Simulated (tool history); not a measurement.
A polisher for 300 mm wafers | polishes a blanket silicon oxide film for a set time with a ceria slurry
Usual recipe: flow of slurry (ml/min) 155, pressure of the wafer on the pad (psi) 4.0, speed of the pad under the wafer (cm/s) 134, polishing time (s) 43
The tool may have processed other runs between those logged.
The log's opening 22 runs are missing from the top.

run,day,flow of slurry (ml/min),pressure of the wafer on the pad (psi),speed of the pad under the wafer (cm/s),polishing time (s),"incoming thickness of the incoming film, nm",film removed (angstrom)
# day 58.000: worn pad replaced by a new one
23,58.421,195,5.0,114,49,933.4,3569
24,60.538,180,4.6,114,35,920.4,2486
25,64.921,155,4.0,134,39,920.9,2603
# day 66.388: head pressure recalibrated
# day 67.517: slurry nozzle cleaned
26,68.292,155,4.5,134,43,930.1,2906
27,71.004,155,4.0,134,52,921.4,3401
28,73.083,105,4.9,180,55,933.4,4738
29,76.075,155,5.0,110,55,931.5,3854
# day 77.800: worn pad replaced by a new one
30,79.158,155,4.0,134,55,945.1,3715
31,80.675,155,3.5,134,43,915.8,2697
32,83.088,125,4.0,172,38,922.7,2854
# day 85.504: slurry nozzle cleaned
33,85.867,200,4.0,152,43,923.8,3275
34,87.862,155,4.0,134,43,925.5,2918
# day 88.283: head pressure recalibrated
35,90.129,155,4.0,134,43,924.8,2692
36,91.900,170,4.0,134,43,932.8,2871
37,96.096,155,4.0,134,43,931.4,2826

Here are 4 independent what-if runs from the current tool condition. What would each one return?
A,96.112,155,4.0,134,43,922.8,?
B,96.112,155,2.8,112,30,922.8,?
C,96.112,155,2.7,176,56,922.8,?
D,96.112,155,2.8,134,43,922.8,?

run,film removed (angstrom)
A,2847
B,1403
C,3371
D,2230
With the hidden condition removed and each run's random variation left untouched, the same runs would have given:
run,film removed (angstrom)
A,2694
B,1328
C,3191
D,2111
